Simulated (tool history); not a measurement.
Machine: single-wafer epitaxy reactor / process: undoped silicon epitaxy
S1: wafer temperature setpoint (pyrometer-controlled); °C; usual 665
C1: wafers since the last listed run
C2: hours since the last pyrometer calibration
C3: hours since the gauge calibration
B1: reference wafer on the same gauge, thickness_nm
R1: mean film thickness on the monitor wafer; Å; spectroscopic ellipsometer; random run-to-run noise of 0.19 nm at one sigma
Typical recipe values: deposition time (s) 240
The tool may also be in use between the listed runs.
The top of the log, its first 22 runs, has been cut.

run 23 hour=1128.2 | S1=665 deposition_time_(s)=282 | C1=606 C2=300.6 C3=205.8 | B1=68.318 | R1=756.18
-- hour=1144.5 pyrometer calibrated, repeated, since the last time left the tool worse
run 24 hour=1198.6 | S1=652 deposition_time_(s)=219 | C1=600 C2=54.1 C3=276.2 | B1=68.389 | R1=388.37
run 25 hour=1267.9 | S1=665 deposition_time_(s)=240 | C1=666 C2=123.4 C3=345.5 | B1=68.376 | R1=569.08
run 26 hour=1300.7 | S1=680 deposition_time_(s)=225 | C1=315 C2=156.2 C3=378.3 | B1=68.41 | R1=729.19
run 27 hour=1348.4 | S1=665 deposition_time_(s)=218 | C1=458 C2=203.9 C3=426 | B1=68.409 | R1=515.46
run 28 hour=1383.2 | S1=672 deposition_time_(s)=240 | C1=334 C2=238.7 C3=460.8 | B1=68.407 | R1=658.62
run 29 hour=1441.6 | S1=679 deposition_time_(s)=220 | C1=561 C2=297.1 C3=519.2 | B1=68.389 | R1=702.5
run 30 hour=1494.1 | S1=665 deposition_time_(s)=240 | C1=504 C2=349.6 C3=571.7 | B1=68.384 | R1=569.61
run 31 hour=1538.2 | S1=680 deposition_time_(s)=253 | C1=424 C2=393.7 C3=615.8 | B1=68.419 | R1=823.32
run 32 hour=1602.5 | S1=659 deposition_time_(s)=260 | C1=618 C2=458 C3=680.1 | B1=68.446 | R1=540.58
run 33 hour=1656.8 | S1=676 deposition_time_(s)=279 | C1=522 C2=512.3 C3=734.4 | B1=68.407 | R1=839.35
run 34 hour=1720.1 | S1=665 deposition_time_(s)=240 | C1=608 C2=575.6 C3=797.7 | B1=68.385 | R1=572.97
run 35 hour=1747.7 | S1=665 deposition_time_(s)=240 | C1=265 C2=603.2 C3=825.3 | B1=68.38 | R1=575.7
run 36 hour=1772.7 | S1=665 deposition_time_(s)=221 | C1=240 C2=628.2 C3=850.3 | B1=68.401 | R1=527.24
run 37 hour=1842.8 | S1=674 deposition_time_(s)=276 | C1=674 C2=698.3 C3=920.4 | B1=68.407 | R1=798.94
run 38 hour=1889.5 | S1=680 deposition_time_(s)=265 | C1=449 C2=745 C3=967.1 | B1=68.431 | R1=872.9
run 39 hour=1943.9 | S1=673 deposition_time_(s)=240 | C1=523 C2=799.4 C3=1021.5 | B1=68.404 | R1=681.11

Alternative continuations, all from the tool just after run 39; predict every row:
run A hour=1944.4 | S1=678 deposition_time_(s)=240 | C1=4 C2=799.9 C3=1022 | B1=? | R1=?
run B hour=1944.4 | S1=659 deposition_time_(s)=275 | C1=4 C2=799.9 C3=1022 | B1=? | R1=?
run C hour=1944.4 | S1=674 deposition_time_(s)=260 | C1=4 C2=799.9 C3=1022 | B1=? | R1=?

run=A B1=68.319 R1=757.22
run=B B1=68.319 R1=579.96
run=C B1=68.319 R1=754.65
Without the tool's hidden state the same runs would have given:
run=A R1=751
run=B R1=574.99
run=C R1=748.39
